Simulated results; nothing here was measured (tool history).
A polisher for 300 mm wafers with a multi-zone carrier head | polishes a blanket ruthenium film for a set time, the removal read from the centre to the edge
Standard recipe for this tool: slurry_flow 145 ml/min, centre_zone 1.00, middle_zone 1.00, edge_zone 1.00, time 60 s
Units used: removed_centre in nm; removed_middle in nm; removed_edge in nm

run	hour	slurry_flow	centre_zone	middle_zone	edge_zone	time	incoming thickness of the incoming film, nm	removed_centre	removed_middle	removed_edge
1	0.0	145	1.00	1.00	1.00	60	310.6	94.5	105.6	103.9
# hour 10.1: edge zone pressure recalibrated
2	79.4	145	1.00	1.00	1.00	60	312.9	92.6	107.7	104.5
3	164.4	145	1.00	1.00	1.00	60	307.3	89.2	106.7	104.3
# hour 171.6: carrier head's membrane replaced by a new one
# hour 186.4: slurry nozzle cleaned
4	247.1	145	1.00	1.00	1.00	60	314.1	99.2	113.3	107.9
# hour 261.4: worn pad replaced by a new one
5	352.7	105	0.92	1.00	1.00	60	305.8	78.9	102.5	103.6
6	405.6	125	1.00	1.00	1.00	80	308.4	118.9	140.6	137.9
# hour 423.0: centre zone pressure recalibrated
7	498.3	175	1.00	1.00	0.94	76	303.4	130.4	140.8	133.3
8	582.6	145	1.00	0.94	1.00	41	311.1	66.2	69.8	71.3
9	638.8	145	1.00	1.00	1.00	60	310.1	92.8	104.8	104.3
10	694.4	115	1.00	1.00	1.07	60	309.2	85.8	99.1	102.1
# hour 739.3: carrier head's membrane replaced by a new one
11	799.2	115	1.00	1.00	1.07	60	309.9	83.4	97.3	101.7
# hour 810.0: worn pad replaced by a new one
# hour 826.2: edge zone pressure recalibrated
# hour 858.2: slurry nozzle cleaned
12	1001.8	145	1.10	1.00	1.00	60	312.7	107.6	110.0	108.3
13	1056.9	145	0.96	1.09	0.94	73	308.0	109.5	143.7	128.9
14	1113.9	145	0.95	1.00	1.00	60	306.1	87.7	109.8	107.1
15	1201.3	195	1.00	1.10	1.00	60	311.2	96.8	121.9	111.5
# hour 1235.7: carrier head's membrane replaced by a new one
16	1237.5	145	1.00	1.00	0.94	47	310.8	70.2	84.3	81.8
17	1335.8	145	1.00	1.00	1.00	60	309.8	90.2	104.6	103.5
# hour 1378.3: worn pad replaced by a new one
18	1419.3	145	1.00	1.00	1.00	60	315.6	88.6	106.1	106.6
# hour 1519.9: edge zone pressure recalibrated
# hour 1527.4: slurry nozzle cleaned
# hour 1560.3: centre zone pressure recalibrated
19	1723.4	145	1.00	1.00	1.00	60	306.1	99.1	109.2	108.6
# hour 1775.3: carrier head's membrane replaced by a new one
20	1803.1	190	1.00	0.91	1.00	47	311.0	80.4	84.9	87.5
# hour 1861.2: worn pad replaced by a new one
21	1888.5	145	1.00	1.04	1.00	60	310.0	92.6	108.3	106.7

Alternative continuations, all from the tool just after run 21; predict every row:
A	1888.9	145	1.00	1.00	1.00	60	312.3	?	?	?
B	1888.9	145	1.00	1.00	1.09	60	312.3	?	?	?
C	1888.9	145	1.11	1.00	1.00	52	312.3	?	?	?
D	1888.9	145	1.00	1.06	1.00	60	312.3	?	?	?
E	1888.9	120	1.00	1.00	0.96	60	312.3	?	?	?

run	removed_centre	removed_middle	removed_edge
A	93.5	106.4	104.6
B	93.5	106.3	109.1
C	90.0	92.1	90.6
D	93.5	110.4	104.5
E	88.3	101.3	99.3
The same runs, with their run-to-run variation unchanged, on a tool lacking any hidden condition would have given:
run	removed_centre	removed_middle	removed_edge
A	112.8	117.5	112.0
B	112.8	117.4	116.9
C	108.6	101.7	97.1
D	112.9	121.9	112.0
E	108.7	113.7	107.3

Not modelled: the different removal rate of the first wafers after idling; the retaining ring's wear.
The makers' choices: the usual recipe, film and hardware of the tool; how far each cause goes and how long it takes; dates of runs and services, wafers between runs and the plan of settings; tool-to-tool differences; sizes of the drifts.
